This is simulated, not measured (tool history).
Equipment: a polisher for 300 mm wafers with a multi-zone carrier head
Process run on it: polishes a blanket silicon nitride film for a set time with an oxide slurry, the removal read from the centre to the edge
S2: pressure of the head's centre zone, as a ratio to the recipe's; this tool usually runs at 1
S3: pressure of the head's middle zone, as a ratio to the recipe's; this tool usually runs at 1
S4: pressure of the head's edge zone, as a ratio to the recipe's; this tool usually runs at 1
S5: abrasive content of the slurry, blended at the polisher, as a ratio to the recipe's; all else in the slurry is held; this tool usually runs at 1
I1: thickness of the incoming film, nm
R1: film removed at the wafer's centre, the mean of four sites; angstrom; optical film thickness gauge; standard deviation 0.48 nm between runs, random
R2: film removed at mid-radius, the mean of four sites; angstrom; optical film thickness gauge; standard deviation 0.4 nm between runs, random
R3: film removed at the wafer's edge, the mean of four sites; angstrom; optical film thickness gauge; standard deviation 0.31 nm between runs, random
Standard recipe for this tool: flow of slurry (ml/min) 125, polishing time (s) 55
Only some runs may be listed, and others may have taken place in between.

run 1 hour=0 | flow_of_slurry_(ml/min)=125 S2=1 S3=1 S4=1 S5=1 polishing_time_(s)=55 | I1=570.1 | R1=462 R2=458 R3=462
run 2 hour=58.2 | flow_of_slurry_(ml/min)=125 S2=1 S3=1 S4=1 S5=1 polishing_time_(s)=55 | I1=571.9 | R1=455 R2=461 R3=455
run 3 hour=132 | flow_of_slurry_(ml/min)=125 S2=1 S3=1 S4=1 S5=1 polishing_time_(s)=55 | I1=558.2 | R1=462 R2=457 R3=458
run 4 hour=179.9 | flow_of_slurry_(ml/min)=125 S2=1 S3=1 S4=1 S5=1 polishing_time_(s)=55 | I1=564.8 | R1=461 R2=450 R3=463
-- hour=242 worn pad replaced by a new one
run 5 hour=259.8 | flow_of_slurry_(ml/min)=125 S2=1 S3=1 S4=1 S5=1 polishing_time_(s)=55 | I1=565.9 | R1=454 R2=459 R3=454
run 6 hour=332.4 | flow_of_slurry_(ml/min)=125 S2=1 S3=1 S4=1 S5=1 polishing_time_(s)=55 | I1=577.9 | R1=459 R2=445 R3=455
run 7 hour=418.1 | flow_of_slurry_(ml/min)=125 S2=1 S3=1 S4=1 S5=1 polishing_time_(s)=55 | I1=557.3 | R1=458 R2=456 R3=459
-- hour=426.7 slurry nozzle cleaned
-- hour=469.5 edge zone pressure recalibrated
run 8 hour=524.5 | flow_of_slurry_(ml/min)=125 S2=1 S3=1 S4=1 S5=1 polishing_time_(s)=55 | I1=574.8 | R1=459 R2=452 R3=453
-- hour=543.2 centre zone pressure recalibrated
-- hour=598.5 worn pad replaced by a new one
run 9 hour=600 | flow_of_slurry_(ml/min)=125 S2=1 S3=1 S4=1 S5=1.2 polishing_time_(s)=55 | I1=565.8 | R1=498 R2=485 R3=491
run 10 hour=661.1 | flow_of_slurry_(ml/min)=125 S2=1 S3=1 S4=1 S5=1.2 polishing_time_(s)=55 | I1=577.3 | R1=497 R2=488 R3=490
run 11 hour=709.9 | flow_of_slurry_(ml/min)=125 S2=1 S3=0.97 S4=1 S5=1 polishing_time_(s)=44 | I1=565 | R1=365 R2=356 R3=367
run 12 hour=808.3 | flow_of_slurry_(ml/min)=125 S2=1 S3=1 S4=1.11 S5=1 polishing_time_(s)=55 | I1=567.8 | R1=450 R2=456 R3=483
-- hour=910.6 carrier head's membrane replaced by a new one
run 13 hour=911.1 | flow_of_slurry_(ml/min)=170 S2=1 S3=1 S4=0.94 S5=1 polishing_time_(s)=55 | I1=574.2 | R1=492 R2=483 R3=465
-- hour=953.7 worn pad replaced by a new one
run 14 hour=1014.2 | flow_of_slurry_(ml/min)=125 S2=1 S3=1 S4=0.9 S5=1 polishing_time_(s)=55 | I1=565.2 | R1=453 R2=459 R3=439
run 15 hour=1058.3 | flow_of_slurry_(ml/min)=115 S2=1 S3=1 S4=1 S5=1 polishing_time_(s)=55 | I1=564.5 | R1=447 R2=445 R3=448
run 16 hour=1163.5 | flow_of_slurry_(ml/min)=115 S2=1 S3=1 S4=1 S5=1 polishing_time_(s)=55 | I1=562.2 | R1=446 R2=446 R3=447
-- hour=1185.2 slurry nozzle cleaned
run 17 hour=1251 | flow_of_slurry_(ml/min)=125 S2=1 S3=1.09 S4=1 S5=1 polishing_time_(s)=55 | I1=572.2 | R1=455 R2=491 R3=458
-- hour=1338.5 worn pad replaced by a new one
run 18 hour=1350.6 | flow_of_slurry_(ml/min)=105 S2=1 S3=1 S4=1 S5=1 polishing_time_(s)=55 | I1=567.4 | R1=437 R2=430 R3=441
run 19 hour=1455 | flow_of_slurry_(ml/min)=125 S2=1 S3=1.1 S4=1 S5=1 polishing_time_(s)=55 | I1=564.2 | R1=459 R2=488 R3=460
run 20 hour=1558.3 | flow_of_slurry_(ml/min)=135 S2=1 S3=1 S4=1 S5=1 polishing_time_(s)=40 | I1=574.9 | R1=342 R2=337 R3=339

What does the tool deliver on the next run?
run 21 hour=1641.1 | flow_of_slurry_(ml/min)=125 S2=1 S3=1 S4=1 S5=1 polishing_time_(s)=55 | I1=575.7 | R1=? R2=? R3=?

Run 21 gave R1 470 angstrom, R2 449 angstrom, R3 460 angstrom.
Were there no unlogged condition in the tool, this run, its random variation unchanged, would have produced R1 470 angstrom, R2 449 angstrom, R3 460 angstrom.
